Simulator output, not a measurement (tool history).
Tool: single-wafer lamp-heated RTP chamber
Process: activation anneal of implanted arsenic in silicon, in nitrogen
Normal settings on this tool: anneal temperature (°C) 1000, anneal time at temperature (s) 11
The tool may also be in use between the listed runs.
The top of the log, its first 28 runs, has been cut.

run	hour	anneal temperature (°C)	anneal time at temperature (s)	wafers since the last listed run	wafers since the last pyrometer calibration	wafers since the reflector plate was cleaned	hours since the gauge calibration	read-back reference wafer on the same gauge, sheet resistance	sheet resistance of the implanted and annealed layer (ohm/square)
29	465.8	1011	5	102	2589	3307	64.0	612.55	566.26
30	472.0	1000	11	60	2650	3368	70.2	612.29	561.69
31	482.7	983	5	104	2754	3473	80.9	611.88	569.60
32	498.5	1025	11	154	2909	3627	96.7	611.73	555.12
33	511.6	1000	15	128	3038	3756	109.8	611.41	557.29
34	522.0	1000	11	101	3140	3858	120.2	611.05	559.63
35	533.4	1012	11	111	3251	3969	131.6	611.45	557.30
36	549.9	989	17	161	3413	4131	148.1	611.01	557.45

5 ways to go on from here, each from the tool as it stands after run 36. What would each give?
A	550.3	1000	11	3	3417	4135	148.5	?	?
B	550.3	971	8	3	3417	4135	148.5	?	?
C	550.3	986	15	3	3417	4135	148.5	?	?
D	550.3	979	17	3	3417	4135	148.5	?	?
E	550.3	1014	13	3	3417	4135	148.5	?	?

run	read-back reference wafer on the same gauge, sheet resistance	sheet resistance of the implanted and annealed layer (ohm/square)
A	610.87	557.75
B	610.87	564.65
C	610.87	557.87
D	610.87	558.23
E	610.87	553.25
Had the tool no hidden state, the same runs would have come out as:
run	sheet resistance of the implanted and annealed layer (ohm/square)
A	560.62
B	567.57
C	560.74
D	561.11
E	556.10
